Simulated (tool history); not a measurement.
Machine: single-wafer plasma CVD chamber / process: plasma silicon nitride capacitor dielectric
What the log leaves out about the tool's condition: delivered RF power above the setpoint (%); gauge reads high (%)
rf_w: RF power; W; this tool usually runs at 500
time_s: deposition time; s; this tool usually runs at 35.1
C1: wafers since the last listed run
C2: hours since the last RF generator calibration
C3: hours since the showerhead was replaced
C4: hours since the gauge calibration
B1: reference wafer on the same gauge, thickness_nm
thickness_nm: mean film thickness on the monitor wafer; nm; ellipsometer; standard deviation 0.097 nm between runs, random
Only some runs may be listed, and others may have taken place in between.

{"run": 1, "hour": 0.0, "rf_w": 500, "time_s": 35.1, "C1": 0, "C2": 1481.6, "C3": 4080.3, "C4": 430.3, "B1": 57.521, "thickness_nm": 49.217}
{"run": 2, "hour": 184.8, "rf_w": 500, "time_s": 35.1, "C1": 2006, "C2": 1666.4, "C3": 4265.1, "C4": 615.1, "B1": 57.483, "thickness_nm": 49.345}
{"run": 3, "hour": 248.5, "rf_w": 500, "time_s": 35.1, "C1": 691, "C2": 1730.1, "C3": 4328.8, "C4": 678.8, "B1": 57.51, "thickness_nm": 49.211}
{"run": 4, "hour": 291.5, "rf_w": 500, "time_s": 35.1, "C1": 466, "C2": 1773.1, "C3": 4371.8, "C4": 721.8, "B1": 57.496, "thickness_nm": 49.159}
{"run": 5, "hour": 347.5, "rf_w": 500, "time_s": 35.1, "C1": 608, "C2": 1829.1, "C3": 4427.8, "C4": 777.8, "B1": 57.506, "thickness_nm": 49.212}
{"run": 6, "hour": 388.8, "rf_w": 500, "time_s": 35.1, "C1": 448, "C2": 1870.4, "C3": 4469.1, "C4": 819.1, "B1": 57.484, "thickness_nm": 49.146}
{"hour": 406.9, "done": "RF generator calibrated"}
{"run": 7, "hour": 419.0, "rf_w": 500, "time_s": 35.1, "C1": 241, "C2": 12.1, "C3": 4499.3, "C4": 849.3, "B1": 57.522, "thickness_nm": 50.047}
{"run": 8, "hour": 479.7, "rf_w": 500, "time_s": 35.1, "C1": 659, "C2": 72.8, "C3": 4560, "C4": 910, "B1": 57.498, "thickness_nm": 49.751}
{"hour": 497.6, "done": "gauge calibrated"}
{"run": 9, "hour": 538.3, "rf_w": 500, "time_s": 35.1, "C1": 636, "C2": 131.4, "C3": 4618.6, "C4": 40.7, "B1": 57.501, "thickness_nm": 49.791}
{"run": 10, "hour": 572.7, "rf_w": 500, "time_s": 35.1, "C1": 373, "C2": 165.8, "C3": 4653, "C4": 75.1, "B1": 57.517, "thickness_nm": 49.888}
{"run": 11, "hour": 742.2, "rf_w": 455, "time_s": 37.6, "C1": 1840, "C2": 335.3, "C3": 4822.5, "C4": 244.6, "B1": 57.487, "thickness_nm": 52.299}
{"run": 12, "hour": 775.3, "rf_w": 585, "time_s": 35.1, "C1": 359, "C2": 368.4, "C3": 4855.6, "C4": 277.7, "B1": 57.51, "thickness_nm": 51.374}
{"run": 13, "hour": 825.1, "rf_w": 465, "time_s": 39.9, "C1": 540, "C2": 418.2, "C3": 4905.4, "C4": 327.5, "B1": 57.488, "thickness_nm": 55.53}
{"run": 14, "hour": 857.7, "rf_w": 500, "time_s": 35.1, "C1": 353, "C2": 450.8, "C3": 4938, "C4": 360.1, "B1": 57.486, "thickness_nm": 49.461}
{"run": 15, "hour": 896.7, "rf_w": 500, "time_s": 35.1, "C1": 423, "C2": 489.8, "C3": 4977, "C4": 399.1, "B1": 57.472, "thickness_nm": 49.672}
{"run": 16, "hour": 939.3, "rf_w": 465, "time_s": 35.1, "C1": 462, "C2": 532.4, "C3": 5019.6, "C4": 441.7, "B1": 57.485, "thickness_nm": 49.025}

The next listed run, before its measurement:
{"hour": 959.6, "done": "showerhead replaced"}
{"run": 17, "hour": 981.1, "rf_w": 475, "time_s": 38, "C1": 366, "C2": 574.2, "C3": 21.5, "C4": 483.5, "B1": "?", "thickness_nm": "?"}

B1: 57.538
thickness_nm: 52.913 nm
If the tool had no hidden condition, the same run with the same run-to-run variation would have returned thickness_nm 53.456 nm.

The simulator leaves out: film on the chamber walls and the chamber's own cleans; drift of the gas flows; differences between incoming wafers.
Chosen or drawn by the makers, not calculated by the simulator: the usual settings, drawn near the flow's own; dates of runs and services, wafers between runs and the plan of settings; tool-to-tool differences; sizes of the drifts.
